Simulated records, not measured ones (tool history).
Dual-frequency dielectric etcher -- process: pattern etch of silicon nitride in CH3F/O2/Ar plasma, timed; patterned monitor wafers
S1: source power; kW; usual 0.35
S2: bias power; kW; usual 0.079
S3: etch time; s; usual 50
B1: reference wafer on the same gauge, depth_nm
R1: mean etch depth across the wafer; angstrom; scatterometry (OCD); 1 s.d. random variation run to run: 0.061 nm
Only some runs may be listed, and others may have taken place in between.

run 1 hour=0 | S1=0.4 S2=0.079 S3=50 | B1=29.9 | R1=317.3
run 2 hour=12.5 | S1=0.4 S2=0.079 S3=50 | B1=29.9 | R1=316.8
run 3 hour=32.2 | S1=0.35 S2=0.079 S3=44.5 | B1=29.92 | R1=268
-- hour=45.5 gauge calibrated
run 4 hour=49 | S1=0.35 S2=0.079 S3=44.5 | B1=29.91 | R1=266.6
run 5 hour=65 | S1=0.39 S2=0.079 S3=50 | B1=29.88 | R1=315
run 6 hour=82.3 | S1=0.39 S2=0.079 S3=50 | B1=29.89 | R1=313.4
run 7 hour=95.2 | S1=0.35 S2=0.079 S3=50 | B1=29.9 | R1=300
run 8 hour=124 | S1=0.35 S2=0.079 S3=50 | B1=29.89 | R1=301
run 9 hour=144.9 | S1=0.35 S2=0.079 S3=50 | B1=29.87 | R1=300.1
run 10 hour=172.2 | S1=0.35 S2=0.079 S3=50 | B1=29.9 | R1=300.8
run 11 hour=205.9 | S1=0.35 S2=0.068 S3=50 | B1=29.89 | R1=287.8
-- hour=236.8 source power generator calibrated
-- hour=254.1 upper electrode replaced
run 12 hour=254.6 | S1=0.35 S2=0.068 S3=50 | B1=29.9 | R1=287.5
run 13 hour=266.2 | S1=0.35 S2=0.068 S3=50 | B1=29.89 | R1=286.2
run 14 hour=278.6 | S1=0.35 S2=0.079 S3=50 | B1=29.9 | R1=300.3
run 15 hour=303.4 | S1=0.33 S2=0.079 S3=41.5 | B1=29.91 | R1=243.9
run 16 hour=396.3 | S1=0.42 S2=0.089 S3=55.5 | B1=29.9 | R1=376.3
run 17 hour=412.5 | S1=0.35 S2=0.071 S3=50 | B1=29.89 | R1=293.5
run 18 hour=424.8 | S1=0.29 S2=0.06 S3=43.5 | B1=29.87 | R1=222.9
-- hour=434.8 bias power generator calibrated
run 19 hour=446.9 | S1=0.35 S2=0.068 S3=50 | B1=29.89 | R1=289.4
-- hour=468.3 gauge calibrated
-- hour=478.5 wet clean of the chamber
run 20 hour=479 | S1=0.35 S2=0.079 S3=55 | B1=29.89 | R1=330.7
run 21 hour=492 | S1=0.43 S2=0.067 S3=40 | B1=29.91 | R1=249.7
run 22 hour=518.6 | S1=0.44 S2=0.066 S3=50 | B1=29.89 | R1=312.5
run 23 hour=535.3 | S1=0.41 S2=0.07 S3=54.5 | B1=29.91 | R1=336

Run 24, settings as shown, results not yet in. Your forecast:
run 24 hour=553.7 | S1=0.35 S2=0.072 S3=41 | B1=? | R1=?

{"run 24": {"B1": 29.89, "R1": 239.2}}
Take away the tool's hidden state, keep the run-to-run variation as it was, and the same run would have given R1 238.9 angstrom.

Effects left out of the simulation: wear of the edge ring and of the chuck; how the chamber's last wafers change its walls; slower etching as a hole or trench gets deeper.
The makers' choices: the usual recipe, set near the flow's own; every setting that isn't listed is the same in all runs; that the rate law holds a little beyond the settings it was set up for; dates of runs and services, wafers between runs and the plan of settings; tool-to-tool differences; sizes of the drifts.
